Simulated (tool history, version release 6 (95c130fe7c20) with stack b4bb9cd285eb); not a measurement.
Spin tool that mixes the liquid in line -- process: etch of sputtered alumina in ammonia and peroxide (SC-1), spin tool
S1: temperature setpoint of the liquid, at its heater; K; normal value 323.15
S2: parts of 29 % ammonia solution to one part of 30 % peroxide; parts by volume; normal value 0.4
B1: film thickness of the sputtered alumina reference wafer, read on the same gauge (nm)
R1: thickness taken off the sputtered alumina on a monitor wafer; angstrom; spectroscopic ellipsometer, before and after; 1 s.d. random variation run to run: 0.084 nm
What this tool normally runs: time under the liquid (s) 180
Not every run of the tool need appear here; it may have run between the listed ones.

Run 1, hour 0: usual settings but S2 0.5 parts by volume; B1 49.99. Result: R1 116 angstrom.
At hour 34.8: thermometer replaced.
Run 2, hour 78: usual settings; B1 50. Result: R1 117.1 angstrom.
Run 3, hour 167: usual settings; B1 50.01. Result: R1 115.6 angstrom.
Run 4, hour 226.8: usual settings; B1 50.01. Result: R1 116.7 angstrom.
At hour 238.6: new drum of ammonia solution connected.
At hour 258.7: gauge calibrated.
Run 5, hour 312.8: usual settings; B1 50.01. Result: R1 114.7 angstrom.
Run 6, hour 398.2: usual settings but S1 318.65 K, S2 0.45 parts by volume, time under the liquid (s) 265; B1 49.96. Result: R1 131.1 angstrom.
Run 7, hour 438.6: usual settings but S1 331.15 K, S2 0.3 parts by volume, time under the liquid (s) 80; B1 49.99. Result: R1 75 angstrom.
Run 8, hour 493.8: usual settings but S2 0.45 parts by volume; B1 49.99. Result: R1 113.7 angstrom.
Run 9, hour 769.5: usual settings; B1 50. Result: R1 107.7 angstrom.
At hour 770.8: thermometer replaced.
At hour 805.4: new drum of ammonia solution connected.
Run 10, hour 827.6: usual settings; B1 49.98. Result: R1 116 angstrom.
Run 11, hour 871.6: usual settings but S1 313.65 K; B1 50.02. Result: R1 66.7 angstrom.
At hour 952.5: ammonia flow meter replaced.
Run 12, hour 974.1: usual settings but S1 328.15 K, S2 0.6 parts by volume; B1 50.02. Result: R1 156.7 angstrom.
Run 13, hour 1073: usual settings; B1 50.02. Result: R1 113.1 angstrom.
Run 14, hour 1152.8: usual settings but S1 330.15 K, S2 0.25 parts by volume; B1 50. Result: R1 156.2 angstrom.
Run 15, hour 1211.5: usual settings; B1 49.98. Result: R1 110.2 angstrom.
Run 16, hour 1285.3: usual settings; B1 50. Result: R1 111.2 angstrom.
Run 17, hour 1324.2: usual settings but time under the liquid (s) 255; B1 49.99. Result: R1 155.7 angstrom.
At hour 1331.7: thermometer replaced.
Run 18, hour 1372.7: usual settings but S1 315.15 K, time under the liquid (s) 260; B1 50. Result: R1 104.1 angstrom.
At hour 1391.8: new drum of ammonia solution connected.
Run 19, hour 1450.5: usual settings but S1 320.15 K; B1 49.99. Result: R1 96.6 angstrom.
Run 20, hour 1534.4: usual settings but S2 0.5 parts by volume, time under the liquid (s) 235; B1 49.99. Result: R1 148.6 angstrom.
Run 21, hour 1749.1: usual settings but S1 328.15 K, S2 0.2 parts by volume, time under the liquid (s) 85; B1 49.99. Result: R1 63.7 angstrom.
Run 22, hour 1807.7: usual settings but S1 314.65 K, time under the liquid (s) 240; B1 50.01. Result: R1 89.1 angstrom.
Run 23, hour 1895.5: usual settings but time under the liquid (s) 255; B1 50.01. Result: R1 152.4 angstrom.
Run 24, hour 1945.9: usual settings but S2 0.55 parts by volume, time under the liquid (s) 75; B1 50. Result: R1 46.9 angstrom.

Run-by-run hidden state of the tool:
ammonia flow above the setpoint (%): 0 in every run
ammonia solution weaker than its label (%): 0 in every run
gauge reads high (%): 0 in every run
H1: liquid colder than its thermometer reads (K)
H2: temperature lost on the way to the wafer (K)
run     H1     H2
  1   1.02  0.281
  2  0.287  0.317
  3  0.429  0.359
  4  0.524  0.387
  5  0.661  0.427
  6  0.797  0.467
  7  0.862  0.486
  8  0.949  0.512
  9   1.39  0.641
 10  0.159  0.668
 11   0.23  0.689
 12  0.393  0.737
 13   0.55  0.783
 14  0.677   0.82
 15  0.771  0.848
 16  0.888  0.882
 17   0.95  0.901
 18  0.149  0.923
 19  0.273   0.96
 20  0.406  0.999
 21  0.748    1.1
 22  0.841   1.13
 23  0.981   1.17
 24   1.06   1.19
